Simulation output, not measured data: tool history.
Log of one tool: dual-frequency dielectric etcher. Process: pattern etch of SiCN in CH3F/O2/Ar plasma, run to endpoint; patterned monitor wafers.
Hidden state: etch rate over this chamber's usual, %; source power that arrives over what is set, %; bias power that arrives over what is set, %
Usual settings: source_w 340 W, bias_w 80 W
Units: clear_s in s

run	day	source_w	bias_w	wafers since the last listed run	hours since the last wet clean	hours since the last source power generator calibration	hours since the last bias power generator calibration	hours since the last upper electrode change	incoming incoming film thickness, nm	clear_s
1	0	340	80	0	414	2536.6	1510.8	3455.5	11.89	33.9
# day 1.912: wet clean of the chamber
2	7.508	340	80	2567	134.3	2716.8	1691	3635.7	11.76	32.9
3	11.346	340	72	1513	226.4	2808.9	1783.1	3727.8	11.86	35.8
4	14.125	340	80	1096	293.1	2875.6	1849.8	3794.5	11.92	34.1
5	17.95	340	80	1508	384.9	2967.4	1941.6	3886.3	11.83	33.5
# day 20.888: wet clean of the chamber
6	20.908	340	80	772	0.5	3038.4	2012.6	3957.3	11.79	32.8
7	22.133	340	80	483	29.9	3067.8	2042	3986.7	11.76	32.5
8	24.704	340	80	1014	91.6	3129.5	2103.7	4048.4	11.72	32.9
# day 27.704: bias power generator calibrated
# day 28.129: source power generator calibrated
9	28.367	340	80	1313	179.5	5.7	15.9	4136.3	11.78	32.4
10	30.333	340	80	775	226.7	52.9	63.1	4183.5	11.76	32.6
11	34.704	400	80	1724	331.6	157.8	168	4288.4	11.92	30.2
12	36.712	400	80	792	379.8	206	216.2	4336.6	11.76	30.2
13	38.792	340	80	820	429.7	255.9	266.1	4386.5	11.72	33.1
# day 40.3: wet clean of the chamber
14	43.142	340	80	1321	68.2	360.3	370.5	4490.9	11.88	32.6
15	46.121	340	80	1175	139.7	431.8	442	4562.4	11.79	32.1
# day 51.4: upper electrode replaced
16	51.421	370	96	1696	266.9	559	569.2	0.5	11.71	28.1
17	52.196	340	80	305	285.5	577.6	587.8	19.1	11.68	32.3
18	54.25	380	68	810	334.8	626.9	637.1	68.4	11.77	34
19	57.325	340	80	1212	408.6	700.7	710.9	142.2	11.82	33.6
# day 60.467: wet clean of the chamber
20	61.004	290	87	1056	12.9	789	799.2	230.5	11.69	34.1
21	64.088	340	87	1216	86.9	863	873.2	304.5	11.8	30.8
22	66.962	380	80	1134	155.9	932	942.2	373.5	11.89	31.3
23	70.071	400	93	1226	230.5	1006.6	1016.8	448.1	11.81	27.7
24	72.662	340	80	1022	292.7	1068.8	1079	510.3	11.69	32.7
# day 76.396: wet clean of the chamber
25	76.417	410	69	1086	0.5	1158.9	1169.1	600.4	11.75	31.1
26	77.604	340	80	468	29	1187.4	1197.6	628.9	11.88	32.2
27	80.192	410	86	1020	91.1	1249.5	1259.7	691	11.73	28
28	83.558	410	64	1328	171.9	1330.3	1340.5	771.8	11.77	33.5
29	85.288	360	87	682	213.4	1371.8	1382	813.3	11.78	30.5
30	88.708	340	80	1349	295.5	1453.9	1464.1	895.4	11.91	33.7

3 ways to go on from here, each from the tool as it stands after run 30. What would each give?
A	88.725	340	80	6	295.9	1454.3	1464.5	895.8	11.84	?
B	88.725	290	72	6	295.9	1454.3	1464.5	895.8	11.84	?
C	88.725	360	74	6	295.9	1454.3	1464.5	895.8	11.84	?

run	clear_s
A	33.6
B	39.6
C	34
Without the tool's hidden state the same runs would have given:
run	clear_s
A	31.8
B	37.5
C	32.2
